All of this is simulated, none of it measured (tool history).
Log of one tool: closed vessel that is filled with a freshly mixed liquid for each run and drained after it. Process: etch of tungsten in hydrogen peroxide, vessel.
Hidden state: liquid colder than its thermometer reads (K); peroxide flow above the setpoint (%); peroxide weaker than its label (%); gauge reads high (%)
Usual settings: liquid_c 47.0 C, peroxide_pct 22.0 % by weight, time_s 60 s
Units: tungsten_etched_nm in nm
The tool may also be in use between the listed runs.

run	hour	liquid_c	peroxide_pct	time_s	wafers since the last listed run	hours since the thermometer was replaced	hours since the peroxide flow meter was replaced	hours since the drum of peroxide was connected	hours since the gauge calibration	read-back film thickness of the tungsten reference wafer, read on the same gauge (nm)	tungsten_etched_nm
1	0.0	47.0	22.0	60	0	1857.7	2527.4	511.1	520.3	119.96	139.50
2	31.0	51.5	22.0	60	4614	1888.7	2558.4	542.1	551.3	119.99	187.16
3	56.2	47.0	22.0	45	3751	1913.9	2583.6	567.3	576.5	120.01	106.16
4	91.4	47.0	22.0	45	5239	1949.1	2618.8	602.5	611.7	120.02	105.74
5	116.5	47.0	22.0	60	3736	1974.2	2643.9	627.6	636.8	120.02	141.47
6	148.0	47.0	22.0	60	4688	2005.7	2675.4	659.1	668.3	120.04	140.46
# hour 175.7: peroxide flow meter replaced
7	183.5	44.5	17.0	60	5135	2041.2	7.8	694.6	703.8	120.03	100.14
8	212.4	47.0	22.0	60	4301	2070.1	36.7	723.5	732.7	119.99	133.74
9	226.8	42.0	15.5	80	2143	2084.5	51.1	737.9	747.1	120.01	108.49
# hour 240.4: gauge calibrated
10	241.2	39.5	22.0	60	2143	2098.9	65.5	752.3	0.8	119.99	81.62
# hour 243.9: new drum of peroxide connected
11	272.3	50.0	26.5	90	4480	2130.0	96.6	28.4	31.9	120.01	263.89
12	327.8	47.0	19.5	90	8261	2185.5	152.1	83.9	87.4	119.98	188.17
13	355.6	37.5	25.0	60	4138	2213.3	179.9	111.7	115.2	120.00	75.91
14	388.6	47.0	22.0	60	4912	2246.3	212.9	144.7	148.2	119.97	131.71
# hour 403.5: thermometer replaced
15	420.3	38.5	20.5	35	4569	16.8	244.6	176.4	179.9	119.99	48.07
16	442.4	56.5	20.5	35	3289	38.9	266.7	198.5	202.0	120.01	146.93
17	473.3	55.0	19.5	45	4599	69.8	297.6	229.4	232.9	120.00	168.71
18	494.2	47.0	22.0	60	3111	90.7	318.5	250.3	253.8	120.01	145.16
19	529.4	47.0	22.0	60	5239	125.9	353.7	285.5	289.0	119.97	146.48
20	543.6	37.5	18.5	60	2113	140.1	367.9	299.7	303.2	119.99	72.72
21	563.6	47.0	22.0	60	2977	160.1	387.9	319.7	323.2	119.98	146.07
22	592.7	47.0	22.0	90	4331	189.2	417.0	348.8	352.3	119.98	220.16
23	614.1	47.0	17.5	60	3185	210.6	438.4	370.2	373.7	119.97	130.82
24	643.4	43.5	18.0	90	4361	239.9	467.7	399.5	403.0	120.03	158.10
25	688.9	47.0	22.0	40	6772	285.4	513.2	445.0	448.5	119.99	97.05
26	713.7	52.5	28.0	70	3691	310.2	538.0	469.8	473.3	120.02	269.78
27	727.2	47.0	17.5	75	2009	323.7	551.5	483.3	486.8	119.99	163.25
28	749.8	43.0	17.0	30	3364	346.3	574.1	505.9	509.4	119.98	49.74
29	780.2	47.0	22.0	60	4525	376.7	604.5	536.3	539.8	120.02	146.19

What the log doesn't show, run by run:
peroxide weaker than its label (%): 0 in every run
gauge reads high (%): 0 in every run
H1: liquid colder than its thermometer reads (K)
H2: peroxide flow above the setpoint (%)
run	H1	H2
1	1.42	12.4
2	1.44	12.5
3	1.46	12.7
4	1.49	12.8
5	1.51	13
6	1.53	13.1
7	1.56	1.21
8	1.58	1.35
9	1.59	1.42
10	1.6	1.49
11	1.62	1.64
12	1.66	1.91
13	1.69	2.04
14	1.71	2.2
15	0.0611	2.36
16	0.0776	2.47
17	0.101	2.62
18	0.116	2.72
19	0.143	2.89
20	0.153	2.96
21	0.168	3.06
22	0.19	3.2
23	0.206	3.3
24	0.228	3.44
25	0.262	3.67
26	0.281	3.79
27	0.291	3.85
28	0.308	3.96
29	0.33	4.11
